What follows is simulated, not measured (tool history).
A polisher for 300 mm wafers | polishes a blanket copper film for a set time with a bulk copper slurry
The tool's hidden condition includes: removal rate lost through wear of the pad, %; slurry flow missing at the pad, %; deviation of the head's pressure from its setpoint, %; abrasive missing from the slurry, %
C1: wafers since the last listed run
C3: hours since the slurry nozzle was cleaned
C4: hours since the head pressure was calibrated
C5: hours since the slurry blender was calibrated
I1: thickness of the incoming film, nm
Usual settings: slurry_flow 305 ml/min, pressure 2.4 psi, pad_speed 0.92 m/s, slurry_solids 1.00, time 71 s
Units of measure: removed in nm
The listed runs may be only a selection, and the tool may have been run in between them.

run 1 hour=0.0 | slurry_flow=305 pressure=2.4 pad_speed=0.92 slurry_solids=1.15 time=71 | C1=0 wafers_polished_on_this_pad=2430 C3=263.1 C4=688.0 C5=212.8 | I1=4255.7 | removed=590.3
-- hour=2.8 head pressure recalibrated
-- hour=5.9 worn pad replaced by a new one
run 2 hour=30.0 | slurry_flow=305 pressure=2.4 pad_speed=0.92 slurry_solids=1.15 time=71 | C1=175 wafers_polished_on_this_pad=169 C3=293.1 C4=27.2 C5=242.8 | I1=4161.9 | removed=574.6
run 3 hour=88.7 | slurry_flow=305 pressure=2.4 pad_speed=0.92 slurry_solids=1.15 time=71 | C1=412 wafers_polished_on_this_pad=582 C3=351.8 C4=85.9 C5=301.5 | I1=4194.8 | removed=582.6
-- hour=144.1 slurry blender recalibrated
run 4 hour=158.6 | slurry_flow=305 pressure=2.4 pad_speed=0.92 slurry_solids=1.00 time=71 | C1=477 wafers_polished_on_this_pad=1060 C3=421.7 C4=155.8 C5=14.5 | I1=4313.2 | removed=550.1
run 5 hour=192.3 | slurry_flow=305 pressure=3.0 pad_speed=0.92 slurry_solids=1.00 time=71 | C1=237 wafers_polished_on_this_pad=1297 C3=455.4 C4=189.5 C5=48.2 | I1=4208.5 | removed=629.5
run 6 hour=246.5 | slurry_flow=305 pressure=2.4 pad_speed=0.92 slurry_solids=1.00 time=71 | C1=381 wafers_polished_on_this_pad=1678 C3=509.6 C4=243.7 C5=102.4 | I1=4227.3 | removed=552.4
run 7 hour=314.8 | slurry_flow=305 pressure=2.4 pad_speed=0.92 slurry_solids=1.00 time=71 | C1=480 wafers_polished_on_this_pad=2159 C3=577.9 C4=312.0 C5=170.7 | I1=4246.4 | removed=543.7
-- hour=416.3 worn pad replaced by a new one
run 8 hour=452.2 | slurry_flow=305 pressure=2.4 pad_speed=1.00 slurry_solids=1.15 time=71 | C1=938 wafers_polished_on_this_pad=252 C3=715.3 C4=449.4 C5=308.1 | I1=4157.3 | removed=637.9
run 9 hour=479.9 | slurry_flow=305 pressure=2.4 pad_speed=0.78 slurry_solids=1.00 time=71 | C1=194 wafers_polished_on_this_pad=447 C3=743.0 C4=477.1 C5=335.8 | I1=4203.2 | removed=495.5
-- hour=488.1 slurry nozzle cleaned
run 10 hour=519.3 | slurry_flow=305 pressure=2.4 pad_speed=0.78 slurry_solids=1.00 time=71 | C1=270 wafers_polished_on_this_pad=717 C3=31.2 C4=516.5 C5=375.2 | I1=4233.2 | removed=491.6
-- hour=531.4 slurry blender recalibrated
run 11 hour=549.5 | slurry_flow=305 pressure=2.4 pad_speed=0.92 slurry_solids=1.00 time=71 | C1=198 wafers_polished_on_this_pad=916 C3=61.4 C4=546.7 C5=18.1 | I1=4212.1 | removed=563.7
run 12 hour=607.6 | slurry_flow=305 pressure=2.4 pad_speed=0.92 slurry_solids=1.00 time=71 | C1=408 wafers_polished_on_this_pad=1325 C3=119.5 C4=604.8 C5=76.2 | I1=4175.3 | removed=569.3
run 13 hour=678.3 | slurry_flow=305 pressure=2.4 pad_speed=0.92 slurry_solids=1.00 time=71 | C1=497 wafers_polished_on_this_pad=1822 C3=190.2 C4=675.5 C5=146.9 | I1=4160.0 | removed=569.0
run 14 hour=721.5 | slurry_flow=305 pressure=2.4 pad_speed=0.92 slurry_solids=0.75 time=71 | C1=303 wafers_polished_on_this_pad=2126 C3=233.4 C4=718.7 C5=190.1 | I1=4292.9 | removed=508.7
-- hour=724.3 head pressure recalibrated
run 15 hour=764.4 | slurry_flow=305 pressure=2.6 pad_speed=0.78 slurry_solids=1.00 time=71 | C1=287 wafers_polished_on_this_pad=2414 C3=276.3 C4=40.1 C5=233.0 | I1=4175.4 | removed=487.2
run 16 hour=805.6 | slurry_flow=305 pressure=2.4 pad_speed=0.92 slurry_solids=1.00 time=71 | C1=289 wafers_polished_on_this_pad=2704 C3=317.5 C4=81.3 C5=274.2 | I1=4258.4 | removed=534.7
-- hour=824.2 worn pad replaced by a new one
run 17 hour=874.0 | slurry_flow=265 pressure=3.1 pad_speed=0.80 slurry_solids=1.15 time=71 | C1=453 wafers_polished_on_this_pad=350 C3=385.9 C4=149.7 C5=342.6 | I1=4204.8 | removed=593.9
run 18 hour=930.5 | slurry_flow=305 pressure=2.4 pad_speed=0.92 slurry_solids=1.00 time=71 | C1=397 wafers_polished_on_this_pad=748 C3=442.4 C4=206.2 C5=399.1 | I1=4225.1 | removed=553.5
-- hour=942.4 slurry blender recalibrated
run 19 hour=983.5 | slurry_flow=385 pressure=2.4 pad_speed=1.16 slurry_solids=1.00 time=71 | C1=358 wafers_polished_on_this_pad=1106 C3=495.4 C4=259.2 C5=41.1 | I1=4214.6 | removed=688.5
run 20 hour=1033.8 | slurry_flow=305 pressure=2.4 pad_speed=0.92 slurry_solids=1.00 time=71 | C1=353 wafers_polished_on_this_pad=1460 C3=545.7 C4=309.5 C5=91.4 | I1=4171.1 | removed=549.0
-- hour=1231.3 worn pad replaced by a new one
run 21 hour=1248.5 | slurry_flow=210 pressure=3.2 pad_speed=1.16 slurry_solids=1.00 time=54 | C1=1482 wafers_polished_on_this_pad=121 C3=760.4 C4=524.2 C5=306.1 | I1=4236.8 | removed=624.1
-- hour=1262.3 slurry nozzle cleaned
-- hour=1275.9 slurry blender recalibrated
run 22 hour=1305.4 | slurry_flow=305 pressure=2.4 pad_speed=0.62 slurry_solids=0.85 time=71 | C1=379 wafers_polished_on_this_pad=500 C3=43.1 C4=581.1 C5=29.5 | I1=4243.5 | removed=381.3
-- hour=1325.8 head pressure recalibrated
run 23 hour=1363.1 | slurry_flow=395 pressure=2.4 pad_speed=0.92 slurry_solids=1.25 time=95 | C1=391 wafers_polished_on_this_pad=892 C3=100.8 C4=37.3 C5=87.2 | I1=4229.3 | removed=794.6
run 24 hour=1396.0 | slurry_flow=350 pressure=1.7 pad_speed=0.92 slurry_solids=1.30 time=71 | C1=231 wafers_polished_on_this_pad=1123 C3=133.7 C4=70.2 C5=120.1 | I1=4280.9 | removed=489.9
run 25 hour=1450.4 | slurry_flow=265 pressure=3.1 pad_speed=0.80 slurry_solids=1.15 time=71 | C1=382 wafers_polished_on_this_pad=1506 C3=188.1 C4=124.6 C5=174.5 | I1=4266.2 | removed=576.8
run 26 hour=1494.6 | slurry_flow=305 pressure=2.1 pad_speed=0.92 slurry_solids=1.00 time=71 | C1=310 wafers_polished_on_this_pad=1817 C3=232.3 C4=168.8 C5=218.7 | I1=4246.1 | removed=498.5
run 27 hour=1553.0 | slurry_flow=305 pressure=2.4 pad_speed=0.92 slurry_solids=1.00 time=71 | C1=410 wafers_polished_on_this_pad=2228 C3=290.7 C4=227.2 C5=277.1 | I1=4255.2 | removed=536.3
run 28 hour=1590.9 | slurry_flow=305 pressure=2.4 pad_speed=0.92 slurry_solids=1.25 time=60 | C1=266 wafers_polished_on_this_pad=2495 C3=328.6 C4=265.1 C5=315.0 | I1=4227.1 | removed=486.4
-- hour=1596.3 worn pad replaced by a new one
-- hour=1602.9 slurry blender recalibrated
run 29 hour=1636.6 | slurry_flow=215 pressure=2.4 pad_speed=1.18 slurry_solids=1.00 time=71 | C1=279 wafers_polished_on_this_pad=269 C3=374.3 C4=310.8 C5=33.7 | I1=4226.1 | removed=665.4

The same runs without the tool's hidden state, with the same run-to-run variation:
run=1 removed=577.4
run=2 removed=574.9
run=3 removed=584.8
run=4 removed=554.0
run=5 removed=634.6
run=6 removed=557.6
run=7 removed=549.3
run=8 removed=624.6
run=9 removed=484.7
run=10 removed=480.3
run=11 removed=550.0
run=12 removed=553.8
run=13 removed=551.0
run=14 removed=491.0
run=15 removed=502.8
run=16 removed=553.1
run=17 removed=596.6
run=18 removed=557.1
run=19 removed=693.6
run=20 removed=553.3
run=21 removed=608.9
run=22 removed=371.0
run=23 removed=812.5
run=24 removed=501.9
run=25 removed=592.5
run=26 removed=513.0
run=27 removed=552.7
run=28 removed=501.7
run=29 removed=667.7
